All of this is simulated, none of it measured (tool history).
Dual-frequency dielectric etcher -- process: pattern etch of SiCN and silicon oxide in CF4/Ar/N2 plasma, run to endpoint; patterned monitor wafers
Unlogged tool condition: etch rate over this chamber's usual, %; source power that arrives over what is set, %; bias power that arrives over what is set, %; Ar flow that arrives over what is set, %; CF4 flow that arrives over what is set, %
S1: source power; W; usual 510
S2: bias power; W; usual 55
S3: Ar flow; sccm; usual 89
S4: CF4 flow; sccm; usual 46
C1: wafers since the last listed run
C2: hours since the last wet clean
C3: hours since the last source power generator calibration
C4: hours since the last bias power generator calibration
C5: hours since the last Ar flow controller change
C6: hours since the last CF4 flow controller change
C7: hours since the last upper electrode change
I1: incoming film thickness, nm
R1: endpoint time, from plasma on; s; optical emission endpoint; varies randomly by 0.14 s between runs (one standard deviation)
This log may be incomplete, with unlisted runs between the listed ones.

run,hour,S1,S2,S3,S4,C1,C2,C3,C4,C5,C6,C7,I1,R1
1,0,510,46,101,46,0,223.7,4830.7,1878.1,3373.3,3371.6,3219.4,15.77,18.8
2,47.9,510,46,101,46,730,271.6,4878.6,1926,3421.2,3419.5,3267.3,15.66,18.8
# hour 153.6: source power generator calibrated
# hour 247.8: wet clean of the chamber
3,253.8,510,55,89,46,2713,6,100.2,2131.9,3627.1,3625.4,3473.2,15.71,17.5
# hour 302.9: CF4 flow controller replaced
4,352.1,510,55,89,46,1407,104.3,198.5,2230.2,3725.4,49.2,3571.5,15.66,17
5,397.3,510,55,89,46,689,149.5,243.7,2275.4,3770.6,94.4,3616.7,15.61,17
6,467.8,510,55,89,46,1075,220,314.2,2345.9,3841.1,164.9,3687.2,15.6,17.1
7,566,510,55,89,46,1497,318.2,412.4,2444.1,3939.3,263.1,3785.4,15.71,17.1
8,622.8,510,55,89,46,866,375,469.2,2500.9,3996.1,319.9,3842.2,15.65,16.8
9,697.8,510,68,89,46,1143,450,544.2,2575.9,4071.1,394.9,3917.2,15.67,15.4
# hour 770.1: wet clean of the chamber
# hour 843: upper electrode replaced
10,896.6,510,55,99,46,2300,126.5,743,2774.7,4269.9,593.7,53.6,15.88,18.1
11,944.8,510,55,89,50,735,174.7,791.2,2822.9,4318.1,641.9,101.8,15.78,17.1
12,992.4,510,55,89,46,726,222.3,838.8,2870.5,4365.7,689.5,149.4,15.82,17.4
# hour 1039.7: bias power generator calibrated
# hour 1045.3: Ar flow controller replaced
13,1045.8,560,64,77,46,667,275.7,892.2,6.1,0.5,742.9,202.8,15.69,14.2
14,1081.3,510,61,110,54,541,311.2,927.7,41.6,36,778.4,238.3,15.73,16.9
15,1161,510,55,89,46,1215,390.9,1007.4,121.3,115.7,858.1,318,15.72,16.9
16,1199.4,590,69,109,35,585,429.3,1045.8,159.7,154.1,896.5,356.4,15.72,14.2
17,1238.2,510,55,89,46,591,468.1,1084.6,198.5,192.9,935.3,395.2,15.79,16.8
# hour 1299.6: wet clean of the chamber
18,1300.1,460,55,89,46,578,0.5,1146.5,260.4,254.8,997.2,457.1,15.6,20
19,1358.3,450,55,89,46,887,58.7,1204.7,318.6,313,1055.4,515.3,15.78,20.7
20,1429.7,510,55,89,46,1089,130.1,1276.1,390,384.4,1126.8,586.7,15.76,17.7
21,1585.1,510,63,89,46,2370,285.5,1431.5,545.4,539.8,1282.2,742.1,15.69,16.2
22,1656.5,430,55,89,55,1089,356.9,1502.9,616.8,611.2,1353.6,813.5,15.56,19.8
23,1707.4,600,60,83,38,776,407.8,1553.8,667.7,662.1,1404.5,864.4,15.59,14.1
# hour 1744.3: wet clean of the chamber
24,1757.1,600,55,67,46,392,12.8,1603.5,717.4,711.8,1454.2,914.1,15.65,13.6

Across each entry between runs, compare the hidden state at the last listed run before it with the hidden state at the first listed run after it:
Between runs 2 and 3: source power generator calibrated (hour 153.6); wet clean of the chamber (hour 247.8)
  etch rate over this chamber's usual, %: 2.24 -> 0.144
  measured result minus the result with no hidden state, R1: -0.4 -> -0.1 s
Between runs 3 and 4: CF4 flow controller replaced (hour 302.9)
  etch rate over this chamber's usual, %: 0.144 -> 0.895
  measured result minus the result with no hidden state, R1: -0.1 -> -0.2 s
Between runs 9 and 10: wet clean of the chamber (hour 770.1); upper electrode replaced (hour 843)
  etch rate over this chamber's usual, %: 3.54 -> 1.25
  measured result minus the result with no hidden state, R1: -0.6 -> -0.3 s
Between runs 12 and 13: bias power generator calibrated (hour 1039.7); Ar flow controller replaced (hour 1045.3)
  etch rate over this chamber's usual, %: 1.98 -> 2.39
  measured result minus the result with no hidden state, R1: -0.3 -> -0.3 s
Between runs 17 and 18: wet clean of the chamber (hour 1299.6)
  etch rate over this chamber's usual, %: 3.86 -> -0.297
  measured result minus the result with no hidden state, R1: -0.7 -> +0.1 s
Between runs 23 and 24: wet clean of the chamber (hour 1744.3)
  etch rate over this chamber's usual, %: 2.82 -> 0.486
  measured result minus the result with no hidden state, R1: -0.4 -> -0.1 s
